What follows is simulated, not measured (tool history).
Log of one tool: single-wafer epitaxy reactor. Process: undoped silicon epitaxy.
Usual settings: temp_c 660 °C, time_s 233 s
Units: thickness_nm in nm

run,day,temp_c,time_s,"read-back reference wafer on the same gauge, thickness_nm",thickness_nm
1,0,660,233,50.635,44.425
2,1.471,660,233,50.672,44.333
3,2.95,660,233,50.722,44.595
4,4.342,660,205,50.759,39.444
5,8.088,660,233,50.661,44.545
6,10.554,660,233,50.721,44.578
7,13.35,660,244,50.734,46.916
8,15.454,660,233,50.738,44.738
9,17.025,660,233,50.693,44.638
10,19.196,660,233,50.63,44.916
11,21.479,667,233,50.694,50.936
12,22.692,667,233,50.749,51.095
# day 23.938: gauge calibrated
13,24.208,660,258,50.725,49.514
14,25.354,660,233,50.681,45.028
15,27.075,660,233,50.725,45.076
16,28.746,651,250,50.708,40.776
17,30.279,651,250,50.729,40.632
18,34.583,660,233,50.749,45.138
19,36.238,666,213,50.735,45.877
20,38.567,674,210,50.692,52.678
21,39.979,660,233,50.669,45.029
22,41.225,656,203,50.715,36.605
23,42.383,667,233,50.655,51.437
# day 45.375: pyrometer calibrated
24,45.396,667,249,50.676,53.969
25,47.554,660,233,50.706,44.475
26,49.033,650,210,50.671,32.955
27,51.633,655,233,50.662,40.343
28,52.858,660,220,50.748,41.779
29,53.867,660,233,50.688,44.345
30,54.883,669,199,50.748,45.007
31,56.125,650,245,50.682,38.746
32,57.296,660,205,50.747,39.077
33,59.696,651,260,50.705,41.915
34,61.275,650,217,50.753,34.172
35,64.167,660,233,50.664,44.513
36,65.479,660,233,50.704,44.557

Some steps in thickness_nm between neighbouring runs. How much of each would the tool show without its hidden state too (settings, what came in, random variation), and how much is left for the hidden state, with any gauge scatter that isn't in both results?
The hidden state here: wafer temperature above the value expected at the setpoint (K); gauge reads high (%).
Run 19 -> 20: temp_c 666 -> 674, time_s 213 -> 210. thickness_nm +6.801 nm: hidden state +0.122, all else +6.679.
Run 22 -> 23: temp_c 656 -> 667, time_s 203 -> 233. thickness_nm +14.832 nm: hidden state +0.238, all else +14.594.
Run 23 -> 24: time_s 233 -> 249, pyrometer calibrated. thickness_nm +2.532 nm: hidden state -0.965, all else +3.497.
Run 25 -> 26: temp_c 660 -> 650, time_s 233 -> 210. thickness_nm -11.52 nm: hidden state +0.039, all else -11.559.
Run 34 -> 35: temp_c 650 -> 660, time_s 217 -> 233. thickness_nm +10.341 nm: hidden state +0.066, all else +10.275.
